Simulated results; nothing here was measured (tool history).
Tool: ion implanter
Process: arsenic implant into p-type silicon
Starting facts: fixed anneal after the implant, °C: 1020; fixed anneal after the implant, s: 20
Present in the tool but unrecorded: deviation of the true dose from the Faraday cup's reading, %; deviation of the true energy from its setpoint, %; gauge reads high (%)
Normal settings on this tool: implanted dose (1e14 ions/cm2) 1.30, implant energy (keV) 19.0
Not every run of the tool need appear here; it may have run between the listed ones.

run   hour  implanted dose (1e14 ions/cm2)  implant energy (keV)  wafers since the last listed run  hours since the last dose calibration  hours since the extraction supply was calibrated  hours since the gauge calibration  read-back reference wafer on the same gauge, sheet resistance  sheet resistance of the implanted and annealed layer (ohm/square)
  1    0.0                            1.30                  21.5                                 0                                 1181.9                                            1747.8                              329.9                                                         471.90                                                             515.54
  2   40.7                            1.30                  21.5                               555                                 1222.6                                            1788.5                              370.6                                                         472.14                                                             518.73
  3   69.0                            1.30                  19.0                               386                                 1250.9                                            1816.8                              398.9                                                         472.35                                                             528.69
  4  100.7                            1.30                  19.0                               432                                 1282.6                                            1848.5                              430.6                                                         472.22                                                             525.79
  5  169.1                            1.30                  19.0                               934                                 1351.0                                            1916.9                              499.0                                                         471.48                                                             527.30
  6  208.9                            1.30                  19.0                               543                                 1390.8                                            1956.7                              538.8                                                         471.87                                                             530.33
  7  244.2                            1.30                  22.0                               482                                 1426.1                                            1992.0                              574.1                                                         472.05                                                             516.33
     249.1  -- gauge calibrated
  8  279.1                            1.59                  21.5                               476                                 1461.0                                            2026.9                               30.0                                                         471.47                                                             447.28
  9  331.3                            1.30                  19.0                               712                                 1513.2                                            2079.1                               82.2                                                         471.92                                                             528.30
 10  401.9                            1.30                  25.0                               964                                 1583.8                                            2149.7                              152.8                                                         471.87                                                             503.90
 11  473.4                            0.99                  24.5                               976                                 1655.3                                            2221.2                              224.3                                                         472.03                                                             610.85
 12  508.0                            1.30                  19.0                               472                                 1689.9                                            2255.8                              258.9                                                         471.92                                                             527.10
     554.4  -- extraction supply calibrated
     586.1  -- Faraday cup replaced and dose calibrated
 13  646.6                            1.30                  14.0                              1674                                   60.5                                              92.2                              397.5                                                         472.08                                                             571.03
     688.7  -- gauge calibrated
 14  716.7                            1.30                  24.5                               957                                  130.6                                             162.3                               28.0                                                         471.93                                                             523.19
 15  760.5                            1.50                  25.0                               598                                  174.4                                             206.1                               71.8                                                         471.78                                                             467.99

Predict each of these 4 candidate next runs independently; none follows another, all start after run 15:
  A  760.9                            1.54                  19.0                                 5                                  174.8                                             206.5                               72.2                                                              ?                                                                  ?
  B  760.9                            1.04                  23.5                                 5                                  174.8                                             206.5                               72.2                                                              ?                                                                  ?
  C  760.9                            1.40                  12.5                                 5                                  174.8                                             206.5                               72.2                                                              ?                                                                  ?
  D  760.9                            1.18                  16.0                                 5                                  174.8                                             206.5                               72.2                                                              ?                                                                  ?

run  read-back reference wafer on the same gauge, sheet resistance  sheet resistance of the implanted and annealed layer (ohm/square)
  A                                                         472.02                                                             480.90
  B                                                         472.02                                                             616.59
  C                                                         472.02                                                             546.17
  D                                                         472.02                                                             599.81
Take away the tool's hidden state, keep each run's random variation, and the runs would have read:
run  sheet resistance of the implanted and annealed layer (ohm/square)
  A                                                             485.91
  B                                                             622.62
  C                                                             551.97
  D                                                             605.97
